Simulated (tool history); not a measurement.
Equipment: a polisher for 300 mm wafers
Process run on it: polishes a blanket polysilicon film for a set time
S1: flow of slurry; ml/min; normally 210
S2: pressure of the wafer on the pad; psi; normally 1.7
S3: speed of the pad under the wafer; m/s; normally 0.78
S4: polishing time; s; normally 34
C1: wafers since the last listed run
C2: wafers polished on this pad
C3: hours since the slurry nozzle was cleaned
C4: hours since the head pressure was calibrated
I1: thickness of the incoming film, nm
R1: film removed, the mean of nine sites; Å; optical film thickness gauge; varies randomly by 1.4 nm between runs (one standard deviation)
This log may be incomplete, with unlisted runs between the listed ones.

| run | hour | S1 | S2 | S3 | S4 | C1 | C2 | C3 | C4 | I1 | R1 |
|---|---|---|---|---|---|---|---|---|---|---|---|
| 1 | 0.0 | 210 | 1.7 | 1.00 | 31 | 0 | 844 | 326.6 | 23.4 | 2229.9 | 1277 |
|  | 11.4 | worn pad replaced by a new one |
| 2 | 11.9 | 210 | 1.7 | 1.00 | 34 | 74 | 4 | 338.5 | 35.3 | 2296.9 | 1428 |
| 3 | 59.7 | 210 | 1.7 | 1.00 | 34 | 451 | 456 | 386.3 | 83.1 | 2234.0 | 1379 |
| 4 | 100.9 | 210 | 2.1 | 0.86 | 34 | 389 | 845 | 427.5 | 124.3 | 2299.2 | 1336 |
| 5 | 111.9 | 210 | 2.1 | 0.86 | 34 | 103 | 949 | 438.5 | 135.3 | 2265.8 | 1346 |
|  | 116.2 | worn pad replaced by a new one |
| 6 | 124.3 | 210 | 1.7 | 0.78 | 34 | 79 | 76 | 450.9 | 147.7 | 2263.1 | 1080 |
| 7 | 142.1 | 245 | 1.7 | 0.78 | 34 | 168 | 244 | 468.7 | 165.5 | 2243.5 | 1120 |
| 8 | 158.2 | 245 | 1.7 | 0.78 | 34 | 152 | 396 | 484.8 | 181.6 | 2288.5 | 1115 |
| 9 | 171.0 | 245 | 1.7 | 0.78 | 34 | 121 | 517 | 497.6 | 194.4 | 2273.5 | 1118 |
| 10 | 182.1 | 210 | 1.7 | 0.78 | 26 | 104 | 622 | 508.7 | 205.5 | 2296.0 | 832 |
| 11 | 190.8 | 210 | 1.7 | 0.78 | 26 | 82 | 705 | 517.4 | 214.2 | 2285.2 | 836 |
|  | 192.7 | slurry nozzle cleaned |
| 12 | 206.0 | 210 | 1.7 | 0.78 | 26 | 134 | 839 | 13.3 | 229.4 | 2288.3 | 838 |
|  | 216.2 | worn pad replaced by a new one |
| 13 | 216.7 | 210 | 1.7 | 0.68 | 34 | 63 | 4 | 24.0 | 240.1 | 2257.0 | 954 |
| 14 | 225.4 | 210 | 1.7 | 0.68 | 34 | 82 | 86 | 32.7 | 248.8 | 2286.2 | 935 |
| 15 | 234.4 | 210 | 1.7 | 0.68 | 34 | 85 | 171 | 41.7 | 257.8 | 2232.0 | 937 |
| 16 | 249.0 | 210 | 1.7 | 0.78 | 34 | 138 | 310 | 56.3 | 272.4 | 2246.8 | 1108 |
| 17 | 259.9 | 210 | 1.7 | 0.78 | 34 | 103 | 413 | 67.2 | 283.3 | 2290.9 | 1096 |

Run 18 comes next. What will it give?
| 18 | 282.1 | 210 | 1.7 | 0.96 | 26 | 209 | 622 | 89.4 | 305.5 | 2298.4 | ? |

R1: 1046 Å
Had the tool carried no hidden state, the very same run would have given R1 1046 Å.
